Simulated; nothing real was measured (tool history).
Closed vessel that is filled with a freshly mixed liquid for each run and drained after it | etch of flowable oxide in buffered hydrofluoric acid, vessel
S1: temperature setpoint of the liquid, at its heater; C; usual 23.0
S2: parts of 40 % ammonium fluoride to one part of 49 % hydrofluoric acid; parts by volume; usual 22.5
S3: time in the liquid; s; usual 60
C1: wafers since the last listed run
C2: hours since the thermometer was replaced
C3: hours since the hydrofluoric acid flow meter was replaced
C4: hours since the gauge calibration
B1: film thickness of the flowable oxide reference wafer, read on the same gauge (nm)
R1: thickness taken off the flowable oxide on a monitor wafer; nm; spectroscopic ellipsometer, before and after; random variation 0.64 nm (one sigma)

Run 1, hour 0.0: usual settings; C1 0; C2 1202.2; C3 767.4; C4 150.2; B1 80.00. Result: R1 91.86 nm.
Run 2, hour 20.8: usual settings; C1 2447; C2 1223.0; C3 788.2; C4 171.0; B1 79.97. Result: R1 92.46 nm.
Run 3, hour 42.7: usual settings; C1 2576; C2 1244.9; C3 810.1; C4 192.9; B1 79.96. Result: R1 93.42 nm.
Run 4, hour 61.1: usual settings; C1 2164; C2 1263.3; C3 828.5; C4 211.3; B1 79.99. Result: R1 94.34 nm.
Run 5, hour 95.0: usual settings; C1 3988; C2 1297.2; C3 862.4; C4 245.2; B1 80.02. Result: R1 92.63 nm.
Run 6, hour 129.7: usual settings but S2 25.0 parts by volume, S3 50 s; C1 4082; C2 1331.9; C3 897.1; C4 279.9; B1 79.98. Result: R1 73.09 nm.
At hour 133.1: gauge calibrated.
Run 7, hour 152.7: usual settings; C1 2706; C2 1354.9; C3 920.1; C4 19.6; B1 80.00. Result: R1 94.93 nm.
At hour 175.8: thermometer replaced.
At hour 185.2: hydrofluoric acid flow meter replaced.
Run 8, hour 185.7: usual settings but S1 28.0 C, S3 90 s; C1 3647; C2 9.9; C3 0.5; C4 52.6; B1 79.99. Result: R1 171.07 nm.
Run 9, hour 219.5: usual settings; C1 3976; C2 43.7; C3 34.3; C4 86.4; B1 79.96. Result: R1 87.75 nm.
Run 10, hour 237.1: usual settings but S1 25.5 C, S2 18.5 parts by volume; C1 2070; C2 61.3; C3 51.9; C4 104.0; B1 79.98. Result: R1 120.06 nm.
Run 11, hour 268.3: usual settings but S1 21.0 C, S3 35 s; C1 3670; C2 92.5; C3 83.1; C4 135.2; B1 80.00. Result: R1 45.91 nm.
Run 12, hour 293.2: usual settings but S1 27.0 C, S2 17.5 parts by volume, S3 85 s; C1 2929; C2 117.4; C3 108.0; C4 160.1; B1 80.03. Result: R1 194.49 nm.
Run 13, hour 323.9: usual settings but S1 25.0 C; C1 3612; C2 148.1; C3 138.7; C4 190.8; B1 80.00. Result: R1 97.42 nm.
Run 14, hour 338.1: usual settings but S3 40 s; C1 1670; C2 162.3; C3 152.9; C4 205.0; B1 79.94. Result: R1 58.69 nm.
Run 15, hour 352.1: usual settings; C1 1647; C2 176.3; C3 166.9; C4 219.0; B1 79.96. Result: R1 87.92 nm.

Forecast each of these 3 alternatives for the next run:
Run A, hour 352.8: usual settings but S1 20.5 C; C1 82; C2 177.0; C3 167.6; C4 219.7; B1 ?. Result: R1 ?.
Run B, hour 352.8: usual settings but S1 19.0 C, S2 29.5 parts by volume; C1 82; C2 177.0; C3 167.6; C4 219.7; B1 ?. Result: R1 ?.
Run C, hour 352.8: usual settings but S2 17.0 parts by volume, S3 70 s; C1 82; C2 177.0; C3 167.6; C4 219.7; B1 ?. Result: R1 ?.

run     B1      R1
  A  80.04   77.41
  B  80.04   58.99
  C  80.04  134.09
Without the tool's hidden state the same runs would have given:
run      R1
  A   74.77
  B   56.98
  C  127.61
